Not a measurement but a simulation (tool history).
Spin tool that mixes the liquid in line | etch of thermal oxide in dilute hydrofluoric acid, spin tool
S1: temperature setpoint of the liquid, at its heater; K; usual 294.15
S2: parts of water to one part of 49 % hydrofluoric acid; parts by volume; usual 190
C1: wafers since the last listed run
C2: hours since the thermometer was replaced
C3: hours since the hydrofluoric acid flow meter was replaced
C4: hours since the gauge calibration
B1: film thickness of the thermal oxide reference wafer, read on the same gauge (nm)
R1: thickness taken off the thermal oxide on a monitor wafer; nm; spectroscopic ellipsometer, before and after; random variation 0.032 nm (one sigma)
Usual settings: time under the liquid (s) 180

{"run": 1, "hour": 0.0, "S1": 297.15, "S2": 190, "time under the liquid (s)": 180, "C1": 0, "C2": 679.4, "C3": 967.5, "C4": 157.1, "B1": 99.99, "R1": 3.44}
{"hour": 22.2, "done": "thermometer replaced"}
{"run": 2, "hour": 39.6, "S1": 297.15, "S2": 190, "time under the liquid (s)": 180, "C1": 224, "C2": 17.4, "C3": 1007.1, "C4": 196.7, "B1": 100.038, "R1": 3.488}
{"run": 3, "hour": 117.0, "S1": 294.15, "S2": 190, "time under the liquid (s)": 180, "C1": 449, "C2": 94.8, "C3": 1084.5, "C4": 274.1, "B1": 100.004, "R1": 3.061}
{"run": 4, "hour": 172.1, "S1": 294.15, "S2": 190, "time under the liquid (s)": 180, "C1": 319, "C2": 149.9, "C3": 1139.6, "C4": 329.2, "B1": 99.984, "R1": 3.034}
{"run": 5, "hour": 215.7, "S1": 294.15, "S2": 190, "time under the liquid (s)": 180, "C1": 253, "C2": 193.5, "C3": 1183.2, "C4": 372.8, "B1": 99.983, "R1": 2.986}
{"run": 6, "hour": 303.8, "S1": 294.15, "S2": 190, "time under the liquid (s)": 235, "C1": 511, "C2": 281.6, "C3": 1271.3, "C4": 460.9, "B1": 99.981, "R1": 3.858}
{"run": 7, "hour": 370.9, "S1": 294.15, "S2": 190, "time under the liquid (s)": 180, "C1": 389, "C2": 348.7, "C3": 1338.4, "C4": 528, "B1": 99.972, "R1": 2.947}
{"run": 8, "hour": 411.2, "S1": 294.15, "S2": 190, "time under the liquid (s)": 200, "C1": 234, "C2": 389, "C3": 1378.7, "C4": 568.3, "B1": 100.004, "R1": 3.309}
{"run": 9, "hour": 481.9, "S1": 294.15, "S2": 190, "time under the liquid (s)": 180, "C1": 410, "C2": 459.7, "C3": 1449.4, "C4": 639, "B1": 99.997, "R1": 2.938}
{"run": 10, "hour": 588.4, "S1": 292.15, "S2": 265, "time under the liquid (s)": 180, "C1": 618, "C2": 566.2, "C3": 1555.9, "C4": 745.5, "B1": 99.984, "R1": 1.79}
{"hour": 630.3, "done": "hydrofluoric acid flow meter replaced"}
{"run": 11, "hour": 657.6, "S1": 297.65, "S2": 140, "time under the liquid (s)": 180, "C1": 396, "C2": 635.4, "C3": 27.3, "C4": 814.7, "B1": 100.014, "R1": 5.472}
{"run": 12, "hour": 727.6, "S1": 296.15, "S2": 260, "time under the liquid (s)": 235, "C1": 406, "C2": 705.4, "C3": 97.3, "C4": 884.7, "B1": 99.985, "R1": 3.17}
{"hour": 737.1, "done": "thermometer replaced"}
{"run": 13, "hour": 809.3, "S1": 294.15, "S2": 125, "time under the liquid (s)": 180, "C1": 468, "C2": 72.2, "C3": 179, "C4": 966.4, "B1": 99.982, "R1": 5.258}
{"hour": 835.6, "done": "gauge calibrated"}
{"run": 14, "hour": 854.5, "S1": 294.15, "S2": 190, "time under the liquid (s)": 180, "C1": 262, "C2": 117.4, "C3": 224.2, "C4": 18.9, "B1": 100.018, "R1": 3.227}
{"run": 15, "hour": 923.7, "S1": 294.15, "S2": 190, "time under the liquid (s)": 235, "C1": 401, "C2": 186.6, "C3": 293.4, "C4": 88.1, "B1": 99.967, "R1": 4.208}
{"run": 16, "hour": 989.5, "S1": 290.15, "S2": 190, "time under the liquid (s)": 285, "C1": 382, "C2": 252.4, "C3": 359.2, "C4": 153.9, "B1": 99.972, "R1": 4.309}
{"run": 17, "hour": 1090.3, "S1": 294.15, "S2": 190, "time under the liquid (s)": 180, "C1": 585, "C2": 353.2, "C3": 460, "C4": 254.7, "B1": 100.019, "R1": 3.22}
{"run": 18, "hour": 1177.9, "S1": 294.15, "S2": 190, "time under the liquid (s)": 180, "C1": 508, "C2": 440.8, "C3": 547.6, "C4": 342.3, "B1": 100.006, "R1": 3.217}
{"run": 19, "hour": 1273.9, "S1": 298.65, "S2": 190, "time under the liquid (s)": 130, "C1": 557, "C2": 536.8, "C3": 643.6, "C4": 438.3, "B1": 100.01, "R1": 2.742}
{"run": 20, "hour": 1320.5, "S1": 290.65, "S2": 105, "time under the liquid (s)": 225, "C1": 270, "C2": 583.4, "C3": 690.2, "C4": 484.9, "B1": 99.98, "R1": 6.847}

How the hidden state differs across the entries between the runs, from the last listed run before each to the first after it:
Between runs 1 and 2: thermometer replaced (hour 22.2)
  hydrofluoric acid flow below the setpoint (%): 6.92 -> 7.19
  measured less the result without the state, R1: -0.313 -> -0.331 nm
Between runs 10 and 11: hydrofluoric acid flow meter replaced (hour 630.3)
  hydrofluoric acid flow below the setpoint (%): 10.9 -> 0.199
  measured less the result without the state, R1: -0.278 -> -0.013 nm
Between runs 12 and 13: thermometer replaced (hour 737.1)
  hydrofluoric acid flow below the setpoint (%): 0.675 -> 1.23
  measured less the result without the state, R1: -0.027 -> -0.074 nm
Between runs 13 and 14: gauge calibrated (hour 835.6)
  hydrofluoric acid flow below the setpoint (%): 1.23 -> 1.54
  measured less the result without the state, R1: -0.074 -> -0.06 nm
